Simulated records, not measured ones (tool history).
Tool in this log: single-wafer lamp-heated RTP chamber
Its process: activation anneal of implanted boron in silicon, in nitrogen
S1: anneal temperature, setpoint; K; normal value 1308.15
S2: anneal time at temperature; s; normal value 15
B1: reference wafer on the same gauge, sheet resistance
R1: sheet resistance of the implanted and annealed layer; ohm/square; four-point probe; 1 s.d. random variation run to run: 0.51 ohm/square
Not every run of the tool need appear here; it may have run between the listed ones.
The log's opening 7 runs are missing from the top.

run     day       S1  S2      B1      R1
  8   4.342  1308.15  15  185.98  170.15
  9   4.746  1308.15  15  185.81  171.65
 10   5.433  1308.15  15     186  171.03
      6.317  -- reflector plate cleaned
 11   6.338  1308.15  15  186.15  172.93
 12   7.908  1308.15  15  185.87  172.31
 13   8.654  1308.15  15  185.99  171.34
 14   9.142  1325.15  12  186.05  168.84
      9.996  -- pyrometer window cleaned and pyrometer calibrated
 15  10.017  1325.15  12  185.88  168.31
 16  10.192  1294.15  15  185.82  176.42
 17  10.846  1308.15  15  186.24   171.5
 18  11.533  1308.15   8  185.92  175.59
 19  12.054  1336.15   9  186.19  168.59
 20  12.383  1320.15  22  186.33  165.07
     12.642  -- gauge calibrated
 21  12.962  1308.15  19  185.79  168.83
 22  13.396  1290.15   9  186.01  179.39
 23    13.7  1328.15  20  186.04  164.11
 24  14.162  1308.15  15   185.9  171.21
 25  15.925  1288.15   8  185.88  180.86
 26  16.183  1333.15  15  185.99  164.83
 27  17.971  1333.15  15  185.92  164.57
 28  18.396  1293.15  15  185.81  174.97
 29  18.783  1298.15  12   185.8  175.14
 30  19.162  1281.15  21  185.71     176
 31  19.458  1285.15   8  185.93  181.75

Forecast each of these 4 alternatives for the next run:
  A  19.475  1288.15  15   ?   ?
  B  19.475  1323.15   8   ?   ?
  C  19.475  1289.15  15   ?   ?
  D  19.475  1326.15  23   ?   ?

run      B1      R1
  A  185.78  176.46
  B  185.78  171.41
  C  185.78  176.15
  D  185.78  162.98
Had the tool no hidden state, the same runs would have come out as:
run      R1
  A   179.2
  B  173.51
  C  178.86
  D  164.86
